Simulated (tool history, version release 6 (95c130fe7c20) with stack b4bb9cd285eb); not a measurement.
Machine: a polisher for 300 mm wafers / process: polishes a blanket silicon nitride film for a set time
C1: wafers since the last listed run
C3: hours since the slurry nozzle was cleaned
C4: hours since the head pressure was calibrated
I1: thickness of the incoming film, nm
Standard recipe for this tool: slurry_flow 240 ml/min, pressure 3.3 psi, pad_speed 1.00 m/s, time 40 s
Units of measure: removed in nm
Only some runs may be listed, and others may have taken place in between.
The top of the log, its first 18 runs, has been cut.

run 19 hour=214.5 | slurry_flow=165 pressure=4.3 pad_speed=1.18 time=29 | C1=123 wafers_polished_on_this_pad=634 C3=603.1 C4=23.4 | I1=603.5 | removed=60.1
-- hour=230.0 slurry nozzle cleaned
run 20 hour=230.6 | slurry_flow=240 pressure=3.3 pad_speed=0.66 time=40 | C1=127 wafers_polished_on_this_pad=762 C3=0.6 C4=39.5 | I1=618.4 | removed=52.9
run 21 hour=241.5 | slurry_flow=240 pressure=3.3 pad_speed=1.00 time=40 | C1=92 wafers_polished_on_this_pad=854 C3=11.5 C4=50.4 | I1=604.3 | removed=67.9
run 22 hour=257.9 | slurry_flow=185 pressure=3.6 pad_speed=1.20 time=40 | C1=138 wafers_polished_on_this_pad=993 C3=27.9 C4=66.8 | I1=605.2 | removed=79.2
run 23 hour=273.1 | slurry_flow=240 pressure=3.3 pad_speed=1.00 time=40 | C1=128 wafers_polished_on_this_pad=1121 C3=43.1 C4=82.0 | I1=604.0 | removed=67.5
run 24 hour=282.4 | slurry_flow=240 pressure=4.4 pad_speed=0.70 time=40 | C1=78 wafers_polished_on_this_pad=1200 C3=52.4 C4=91.3 | I1=620.0 | removed=71.1
-- hour=290.6 worn pad replaced by a new one
run 25 hour=317.5 | slurry_flow=240 pressure=3.3 pad_speed=1.14 time=40 | C1=262 wafers_polished_on_this_pad=227 C3=87.5 C4=126.4 | I1=607.9 | removed=72.6
run 26 hour=328.8 | slurry_flow=280 pressure=3.9 pad_speed=1.34 time=53 | C1=95 wafers_polished_on_this_pad=322 C3=98.8 C4=137.7 | I1=612.9 | removed=123.9
run 27 hour=335.9 | slurry_flow=300 pressure=3.3 pad_speed=0.78 time=36 | C1=59 wafers_polished_on_this_pad=382 C3=105.9 C4=144.8 | I1=612.7 | removed=53.3
run 28 hour=352.2 | slurry_flow=280 pressure=2.9 pad_speed=1.32 time=53 | C1=137 wafers_polished_on_this_pad=520 C3=122.2 C4=161.1 | I1=605.0 | removed=94.0
run 29 hour=362.5 | slurry_flow=240 pressure=3.3 pad_speed=1.00 time=40 | C1=87 wafers_polished_on_this_pad=607 C3=132.5 C4=171.4 | I1=612.1 | removed=66.1
run 30 hour=380.1 | slurry_flow=240 pressure=3.7 pad_speed=1.20 time=40 | C1=148 wafers_polished_on_this_pad=756 C3=150.1 C4=189.0 | I1=598.4 | removed=82.3
run 31 hour=390.0 | slurry_flow=240 pressure=3.3 pad_speed=1.00 time=54 | C1=83 wafers_polished_on_this_pad=840 C3=160.0 C4=198.9 | I1=611.7 | removed=88.1

Each row is a separate what-if for the run after 31, all from the same tool condition, not one after another. Results?
run A hour=390.4 | slurry_flow=240 pressure=3.3 pad_speed=1.00 time=40 | C1=3 wafers_polished_on_this_pad=843 C3=160.4 C4=199.3 | I1=621.4 | removed=?
run B hour=390.4 | slurry_flow=240 pressure=2.2 pad_speed=1.30 time=40 | C1=3 wafers_polished_on_this_pad=843 C3=160.4 C4=199.3 | I1=621.4 | removed=?
run C hour=390.4 | slurry_flow=160 pressure=3.3 pad_speed=1.00 time=51 | C1=3 wafers_polished_on_this_pad=843 C3=160.4 C4=199.3 | I1=621.4 | removed=?
run D hour=390.4 | slurry_flow=240 pressure=4.3 pad_speed=1.16 time=33 | C1=3 wafers_polished_on_this_pad=843 C3=160.4 C4=199.3 | I1=621.4 | removed=?

run=A removed=64.6
run=B removed=53.3
run=C removed=78.0
run=D removed=74.4
With no hidden state in the tool, these same runs would have given:
run=A removed=68.1
run=B removed=56.2
run=C removed=82.5
run=D removed=78.5
